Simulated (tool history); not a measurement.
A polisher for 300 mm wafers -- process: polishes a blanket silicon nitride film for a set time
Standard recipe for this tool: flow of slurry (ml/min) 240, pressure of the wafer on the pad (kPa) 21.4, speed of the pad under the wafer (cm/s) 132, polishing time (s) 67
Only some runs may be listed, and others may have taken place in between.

run,hour,flow of slurry (ml/min),pressure of the wafer on the pad (kPa),speed of the pad under the wafer (cm/s),polishing time (s),wafers since the last listed run,wafers polished on this pad,hours since the slurry nozzle was cleaned,hours since the head pressure was calibrated,"incoming thickness of the incoming film, nm",film removed (nm)
1,0.0,240,21.4,132,74,0,367,261.2,524.5,397.3,114.3
2,11.5,240,21.4,132,74,130,498,272.7,536.0,396.4,114.7
3,24.4,240,21.4,132,74,146,644,285.6,548.9,396.1,114.0
4,38.0,240,21.4,132,67,154,799,299.2,562.5,401.7,102.0
5,46.4,240,21.4,132,67,95,894,307.6,570.9,406.7,102.5
6,56.2,240,26.9,132,77,111,1005,317.4,580.7,395.4,138.3
7,62.9,240,26.9,132,77,76,1081,324.1,587.4,394.9,141.4
8,78.2,240,26.9,132,77,173,1255,339.4,602.7,401.0,140.3
9,119.3,240,21.4,132,67,466,1722,380.5,643.8,402.8,98.1
# hour 132.1: worn pad replaced by a new one
10,170.4,240,21.4,132,67,535,435,431.6,694.9,404.5,92.0
11,176.6,240,21.4,132,67,70,505,437.8,701.1,399.4,91.9
12,188.1,240,18.6,132,67,130,636,449.3,712.6,395.2,83.1
13,199.5,240,18.6,132,67,129,765,460.7,724.0,404.0,81.3
14,210.7,215,17.9,132,67,127,892,471.9,735.2,405.7,78.5
15,216.9,240,21.4,132,67,70,963,478.1,741.4,394.0,90.9
# hour 220.5: slurry nozzle cleaned
16,230.5,270,21.4,132,75,143,1106,10.0,755.0,391.1,101.5
17,248.0,280,24.8,132,56,198,1305,27.5,772.5,401.0,85.9
# hour 262.5: worn pad replaced by a new one, repeated, since the last time left the tool worse
18,263.0,240,21.4,132,48,124,6,42.5,787.5,403.0,75.0
19,279.4,240,21.4,132,67,186,192,58.9,803.9,401.1,105.5
20,289.4,240,21.4,132,67,113,305,68.9,813.9,397.4,105.0
21,305.0,270,29.0,100,58,177,483,84.5,829.5,402.2,93.4
22,341.3,240,21.4,132,67,412,895,120.8,865.8,398.3,102.3

Forecast run 23:
23,354.5,240,21.4,110,67,149,1045,134.0,879.0,399.7,?

film removed (nm): 87.8
The same run, on a tool lacking any hidden state, would have yielded film removed (nm) 89.7.

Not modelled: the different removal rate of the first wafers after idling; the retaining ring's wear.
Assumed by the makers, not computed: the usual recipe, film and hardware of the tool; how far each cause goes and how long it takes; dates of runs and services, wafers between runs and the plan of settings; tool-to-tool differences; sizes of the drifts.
